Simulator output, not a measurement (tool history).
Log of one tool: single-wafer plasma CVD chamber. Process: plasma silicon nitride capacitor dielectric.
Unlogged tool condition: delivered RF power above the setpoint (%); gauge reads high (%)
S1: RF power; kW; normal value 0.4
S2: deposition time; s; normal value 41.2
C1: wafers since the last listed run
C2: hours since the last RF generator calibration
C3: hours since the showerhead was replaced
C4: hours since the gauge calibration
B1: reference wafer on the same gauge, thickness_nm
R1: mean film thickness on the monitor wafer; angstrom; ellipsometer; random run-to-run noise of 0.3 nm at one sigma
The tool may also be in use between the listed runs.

run 1 hour=0 | S1=0.4 S2=44 | C1=0 C2=302.9 C3=5571.9 C4=67.2 | B1=58.498 | R1=637.95
run 2 hour=49.8 | S1=0.4 S2=41.2 | C1=1592 C2=352.7 C3=5621.7 C4=117 | B1=58.696 | R1=594.47
run 3 hour=77.5 | S1=0.4 S2=41.2 | C1=885 C2=380.4 C3=5649.4 C4=144.7 | B1=58.635 | R1=593.92
run 4 hour=119.8 | S1=0.4 S2=41.2 | C1=1352 C2=422.7 C3=5691.7 C4=187 | B1=58.641 | R1=591.21
run 5 hour=148.2 | S1=0.4 S2=41.2 | C1=908 C2=451.1 C3=5720.1 C4=215.4 | B1=58.619 | R1=597.45
run 6 hour=182 | S1=0.4 S2=41.2 | C1=1081 C2=484.9 C3=5753.9 C4=249.2 | B1=58.541 | R1=592.12
run 7 hour=233.7 | S1=0.4 S2=41.2 | C1=1653 C2=536.6 C3=5805.6 C4=300.9 | B1=58.615 | R1=590.17
run 8 hour=259.3 | S1=0.4 S2=41.2 | C1=818 C2=562.2 C3=5831.2 C4=326.5 | B1=58.529 | R1=589.8
run 9 hour=323.4 | S1=0.4 S2=41.2 | C1=2050 C2=626.3 C3=5895.3 C4=390.6 | B1=58.589 | R1=591.43
run 10 hour=371.8 | S1=0.46 S2=41.2 | C1=1548 C2=674.7 C3=5943.7 C4=439 | B1=58.551 | R1=626.04
run 11 hour=411.3 | S1=0.4 S2=46.3 | C1=1263 C2=714.2 C3=5983.2 C4=478.5 | B1=58.629 | R1=665.98
run 12 hour=447 | S1=0.33 S2=36 | C1=1141 C2=749.9 C3=6018.9 C4=514.2 | B1=58.574 | R1=479.43
run 13 hour=498.8 | S1=0.4 S2=41.2 | C1=1656 C2=801.7 C3=6070.7 C4=566 | B1=58.544 | R1=590.94
-- hour=547 showerhead replaced
run 14 hour=660.4 | S1=0.4 S2=41.2 | C1=4912 C2=963.3 C3=113.4 C4=727.6 | B1=58.489 | R1=585.43
-- hour=727.9 RF generator calibrated
run 15 hour=731.9 | S1=0.47 S2=38 | C1=2030 C2=4 C3=184.9 C4=799.1 | B1=58.503 | R1=589.16
run 16 hour=761.9 | S1=0.34 S2=49 | C1=959 C2=34 C3=214.9 C4=829.1 | B1=58.523 | R1=686.46
run 17 hour=793.4 | S1=0.465 S2=38.7 | C1=1007 C2=65.5 C3=246.4 C4=860.6 | B1=58.689 | R1=602.54
-- hour=813 gauge calibrated
run 18 hour=840.6 | S1=0.4 S2=41.2 | C1=1509 C2=112.7 C3=293.6 C4=27.6 | B1=58.589 | R1=600.12
run 19 hour=886.6 | S1=0.4 S2=41.2 | C1=1471 C2=158.7 C3=339.6 C4=73.6 | B1=58.589 | R1=603.64
run 20 hour=930.3 | S1=0.34 S2=48.5 | C1=1397 C2=202.4 C3=383.3 C4=117.3 | B1=58.614 | R1=672.63
run 21 hour=963.3 | S1=0.43 S2=38.8 | C1=1055 C2=235.4 C3=416.3 C4=150.3 | B1=58.656 | R1=584.18
run 22 hour=990.6 | S1=0.43 S2=33.8 | C1=873 C2=262.7 C3=443.6 C4=177.6 | B1=58.571 | R1=506.04
run 23 hour=1045.6 | S1=0.355 S2=48.8 | C1=1759 C2=317.7 C3=498.6 C4=232.6 | B1=58.447 | R1=683.43

Below are 3 alternative next runs, each starting from the tool's condition after run 23. Predict each:
run A hour=1046 | S1=0.4 S2=36.8 | C1=12 C2=318.1 C3=499 C4=233 | B1=? | R1=?
run B hour=1046 | S1=0.345 S2=45.5 | C1=12 C2=318.1 C3=499 C4=233 | B1=? | R1=?
run C hour=1046 | S1=0.48 S2=46.7 | C1=12 C2=318.1 C3=499 C4=233 | B1=? | R1=?

run=A B1=58.584 R1=532.72
run=B B1=58.584 R1=624.1
run=C B1=58.584 R1=720.96
Without the tool's unlogged condition, the same runs would have read:
run=A R1=542.22
run=B R1=635.23
run=C R1=733.82
